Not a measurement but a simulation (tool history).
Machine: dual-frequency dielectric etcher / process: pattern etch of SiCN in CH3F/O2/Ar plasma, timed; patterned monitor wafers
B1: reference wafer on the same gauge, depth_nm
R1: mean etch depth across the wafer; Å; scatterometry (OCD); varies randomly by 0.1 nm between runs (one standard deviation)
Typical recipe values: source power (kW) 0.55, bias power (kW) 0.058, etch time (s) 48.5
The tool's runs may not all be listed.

run 1 hour=0 | source_power_(kW)=0.55 bias_power_(kW)=0.058 etch_time_(s)=48.5 | B1=21.76 | R1=196.1
run 2 hour=62.4 | source_power_(kW)=0.55 bias_power_(kW)=0.058 etch_time_(s)=48.5 | B1=21.69 | R1=195.4
run 3 hour=142.8 | source_power_(kW)=0.62 bias_power_(kW)=0.058 etch_time_(s)=48.5 | B1=21.63 | R1=203
run 4 hour=189.3 | source_power_(kW)=0.62 bias_power_(kW)=0.058 etch_time_(s)=48.5 | B1=21.58 | R1=202.7
-- hour=243.3 wet clean of the chamber
run 5 hour=269.3 | source_power_(kW)=0.55 bias_power_(kW)=0.058 etch_time_(s)=48.5 | B1=21.52 | R1=195.6
run 6 hour=357.7 | source_power_(kW)=0.55 bias_power_(kW)=0.058 etch_time_(s)=48.5 | B1=21.45 | R1=193.7
run 7 hour=448.7 | source_power_(kW)=0.55 bias_power_(kW)=0.058 etch_time_(s)=48.5 | B1=21.39 | R1=192.3
run 8 hour=512 | source_power_(kW)=0.59 bias_power_(kW)=0.058 etch_time_(s)=48.5 | B1=21.33 | R1=195.9
-- hour=557.9 gauge calibrated
run 9 hour=596.3 | source_power_(kW)=0.59 bias_power_(kW)=0.058 etch_time_(s)=48.5 | B1=22.09 | R1=204.8
run 10 hour=663 | source_power_(kW)=0.55 bias_power_(kW)=0.058 etch_time_(s)=48.5 | B1=22.12 | R1=200.1
run 11 hour=731.7 | source_power_(kW)=0.66 bias_power_(kW)=0.058 etch_time_(s)=48.5 | B1=22.11 | R1=212.4
-- hour=766.5 wet clean of the chamber
run 12 hour=821.9 | source_power_(kW)=0.66 bias_power_(kW)=0.058 etch_time_(s)=48.5 | B1=22.09 | R1=213
run 13 hour=895.1 | source_power_(kW)=0.61 bias_power_(kW)=0.07 etch_time_(s)=37 | B1=22.08 | R1=163.5
-- hour=910.3 source power generator calibrated
run 14 hour=949.8 | source_power_(kW)=0.55 bias_power_(kW)=0.058 etch_time_(s)=48.5 | B1=22.07 | R1=199.5
run 15 hour=1042.1 | source_power_(kW)=0.67 bias_power_(kW)=0.07 etch_time_(s)=35.5 | B1=22.06 | R1=162
run 16 hour=1130.9 | source_power_(kW)=0.59 bias_power_(kW)=0.058 etch_time_(s)=48.5 | B1=22.04 | R1=203.3
-- hour=1166.3 bias power generator calibrated
run 17 hour=1224.4 | source_power_(kW)=0.6 bias_power_(kW)=0.067 etch_time_(s)=48.5 | B1=21.99 | R1=209.7
run 18 hour=1288.1 | source_power_(kW)=0.65 bias_power_(kW)=0.049 etch_time_(s)=57 | B1=21.97 | R1=239.6
-- hour=1344.7 wet clean of the chamber
run 19 hour=1356.3 | source_power_(kW)=0.62 bias_power_(kW)=0.066 etch_time_(s)=40 | B1=21.94 | R1=174.8
run 20 hour=1454.4 | source_power_(kW)=0.48 bias_power_(kW)=0.058 etch_time_(s)=48.5 | B1=21.92 | R1=191.1
-- hour=1509.6 upper electrode replaced
run 21 hour=1515 | source_power_(kW)=0.42 bias_power_(kW)=0.052 etch_time_(s)=55 | B1=21.87 | R1=201.4
run 22 hour=1599.5 | source_power_(kW)=0.41 bias_power_(kW)=0.067 etch_time_(s)=57.5 | B1=21.8 | R1=219.2
run 23 hour=1698.3 | source_power_(kW)=0.55 bias_power_(kW)=0.058 etch_time_(s)=48.5 | B1=21.8 | R1=197.9
run 24 hour=1784.8 | source_power_(kW)=0.55 bias_power_(kW)=0.058 etch_time_(s)=48.5 | B1=21.7 | R1=195.2
run 25 hour=1841 | source_power_(kW)=0.6 bias_power_(kW)=0.069 etch_time_(s)=48.5 | B1=21.65 | R1=208
run 26 hour=1896.8 | source_power_(kW)=0.6 bias_power_(kW)=0.058 etch_time_(s)=48.5 | B1=21.66 | R1=200.8
-- hour=1928.7 wet clean of the chamber
run 27 hour=1973.3 | source_power_(kW)=0.64 bias_power_(kW)=0.062 etch_time_(s)=38 | B1=21.57 | R1=163.5
run 28 hour=2048.7 | source_power_(kW)=0.55 bias_power_(kW)=0.058 etch_time_(s)=48.5 | B1=21.51 | R1=194.1
run 29 hour=2114.5 | source_power_(kW)=0.45 bias_power_(kW)=0.053 etch_time_(s)=44.5 | B1=21.46 | R1=164.5
run 30 hour=2176.3 | source_power_(kW)=0.55 bias_power_(kW)=0.068 etch_time_(s)=38 | B1=21.41 | R1=154.9

Predict each of these 4 candidate next runs independently; none follows another, all start after run 30:
run A hour=2176.7 | source_power_(kW)=0.55 bias_power_(kW)=0.058 etch_time_(s)=39.5 | B1=? | R1=?
run B hour=2176.7 | source_power_(kW)=0.44 bias_power_(kW)=0.05 etch_time_(s)=62.5 | B1=? | R1=?
run C hour=2176.7 | source_power_(kW)=0.67 bias_power_(kW)=0.069 etch_time_(s)=57 | B1=? | R1=?
run D hour=2176.7 | source_power_(kW)=0.51 bias_power_(kW)=0.071 etch_time_(s)=61.5 | B1=? | R1=?

run=A B1=21.42 R1=157.5
run=B B1=21.42 R1=226.4
run=C B1=21.42 R1=250.1
run=D B1=21.42 R1=247.8
Take away the tool's hidden state, keep each run's random variation, and the runs would have read:
run=A R1=162.5
run=B R1=233.6
run=C R1=258
run=D R1=255.7

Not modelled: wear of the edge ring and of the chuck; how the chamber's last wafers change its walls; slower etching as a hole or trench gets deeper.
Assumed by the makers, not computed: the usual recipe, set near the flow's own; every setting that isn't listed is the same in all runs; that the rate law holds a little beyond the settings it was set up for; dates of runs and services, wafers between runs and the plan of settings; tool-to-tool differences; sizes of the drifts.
